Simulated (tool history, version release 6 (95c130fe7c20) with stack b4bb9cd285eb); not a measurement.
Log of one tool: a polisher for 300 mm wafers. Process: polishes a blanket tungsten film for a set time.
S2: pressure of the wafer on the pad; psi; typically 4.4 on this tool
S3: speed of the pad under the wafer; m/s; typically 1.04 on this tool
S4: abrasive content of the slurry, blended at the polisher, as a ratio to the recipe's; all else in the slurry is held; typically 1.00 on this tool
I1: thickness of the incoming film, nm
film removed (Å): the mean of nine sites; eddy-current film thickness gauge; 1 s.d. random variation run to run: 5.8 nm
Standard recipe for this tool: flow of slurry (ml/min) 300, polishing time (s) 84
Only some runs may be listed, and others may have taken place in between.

Run 1, hour 0.0: usual settings but flow of slurry (ml/min) 335, S4 1.20; I1 1396.6. Result: film removed (Å) 5132.
Run 2, hour 63.5: usual settings but flow of slurry (ml/min) 335, S4 1.20; I1 1380.2. Result: film removed (Å) 5204.
At hour 86.5: slurry tank refilled with fresh slurry and peroxide.
Run 3, hour 103.5: usual settings but polishing time (s) 62; I1 1382.7. Result: film removed (Å) 3598.
At hour 131.9: slurry blender recalibrated.
Run 4, hour 138.7: usual settings but S4 1.15; I1 1353.7. Result: film removed (Å) 5102.
At hour 169.6: worn pad replaced by a new one.
Run 5, hour 183.5: usual settings; I1 1371.6. Result: film removed (Å) 4752.
Run 6, hour 243.2: usual settings; I1 1369.8. Result: film removed (Å) 4916.
Run 7, hour 294.8: usual settings; I1 1369.9. Result: film removed (Å) 4880.
At hour 350.5: slurry tank refilled with fresh slurry and peroxide.
Run 8, hour 351.0: usual settings; I1 1371.7. Result: film removed (Å) 4844.
At hour 413.1: slurry blender recalibrated.
Run 9, hour 419.5: usual settings; I1 1367.2. Result: film removed (Å) 4824.
At hour 438.2: worn pad replaced by a new one.
Run 10, hour 465.6: usual settings but S2 3.8 psi; I1 1353.8. Result: film removed (Å) 4393.
At hour 488.4: head pressure recalibrated.
Run 11, hour 490.0: usual settings but S2 3.8 psi; I1 1367.3. Result: film removed (Å) 4307.
At hour 527.1: slurry nozzle cleaned.
Run 12, hour 532.0: usual settings but S2 3.8 psi; I1 1374.4. Result: film removed (Å) 4377.
Run 13, hour 556.6: usual settings but flow of slurry (ml/min) 250, S3 1.18 m/s, S4 0.90; I1 1352.0. Result: film removed (Å) 5186.
At hour 614.3: slurry tank refilled with fresh slurry and peroxide.
Run 14, hour 619.0: usual settings; I1 1355.9. Result: film removed (Å) 4788.
At hour 649.9: slurry blender recalibrated.
At hour 669.7: worn pad replaced by a new one.
Run 15, hour 686.6: usual settings but flow of slurry (ml/min) 230, S3 0.90 m/s, S4 0.90, polishing time (s) 59; I1 1352.1. Result: film removed (Å) 2789.
Run 16, hour 716.2: usual settings but flow of slurry (ml/min) 345, S2 5.0 psi, S3 0.86 m/s, polishing time (s) 76; I1 1383.4. Result: film removed (Å) 4048.
Run 17, hour 822.4: usual settings but S3 0.90 m/s; I1 1368.4. Result: film removed (Å) 4252.
At hour 853.6: slurry tank refilled with fresh slurry and peroxide.
Run 18, hour 887.0: usual settings but S2 3.8 psi; I1 1361.2. Result: film removed (Å) 4489.
At hour 905.3: worn pad replaced by a new one.
At hour 920.7: slurry blender recalibrated.
Run 19, hour 931.1: usual settings but polishing time (s) 72; I1 1377.1. Result: film removed (Å) 4175.
Run 20, hour 959.8: usual settings; I1 1377.7. Result: film removed (Å) 4887.
Run 21, hour 1009.8: usual settings but flow of slurry (ml/min) 380, S2 5.0 psi, S4 0.75; I1 1389.2. Result: film removed (Å) 4940.
Run 22, hour 1081.2: usual settings but flow of slurry (ml/min) 205, polishing time (s) 68; I1 1386.9. Result: film removed (Å) 3825.
At hour 1107.5: slurry tank refilled with fresh slurry and peroxide.
Run 23, hour 1130.4: usual settings but flow of slurry (ml/min) 225, S3 0.86 m/s, S4 1.20; I1 1354.0. Result: film removed (Å) 4173.
Run 24, hour 1158.5: usual settings but flow of slurry (ml/min) 210; I1 1366.2. Result: film removed (Å) 4565.
At hour 1166.5: slurry blender recalibrated.
At hour 1176.0: worn pad replaced by a new one.
Run 25, hour 1217.1: usual settings but flow of slurry (ml/min) 355, S2 3.7 psi; I1 1381.0. Result: film removed (Å) 4324.

3 options for the next run, each taken on its own from the tool as it stands now. Forecast them:
Run A, hour 1217.6: usual settings; I1 1366.4. Result: film removed (Å) ?.
Run B, hour 1217.6: usual settings but S3 1.34 m/s; I1 1366.4. Result: film removed (Å) ?.
Run C, hour 1217.6: usual settings but flow of slurry (ml/min) 245, S2 3.3 psi, S4 0.80; I1 1366.4. Result: film removed (Å) ?.

run  film removed (Å)
  A              4863
  B              6178
  C              3704
With no hidden state in the tool, these same runs would have given:
run  film removed (Å)
  A              4863
  B              6178
  C              3704

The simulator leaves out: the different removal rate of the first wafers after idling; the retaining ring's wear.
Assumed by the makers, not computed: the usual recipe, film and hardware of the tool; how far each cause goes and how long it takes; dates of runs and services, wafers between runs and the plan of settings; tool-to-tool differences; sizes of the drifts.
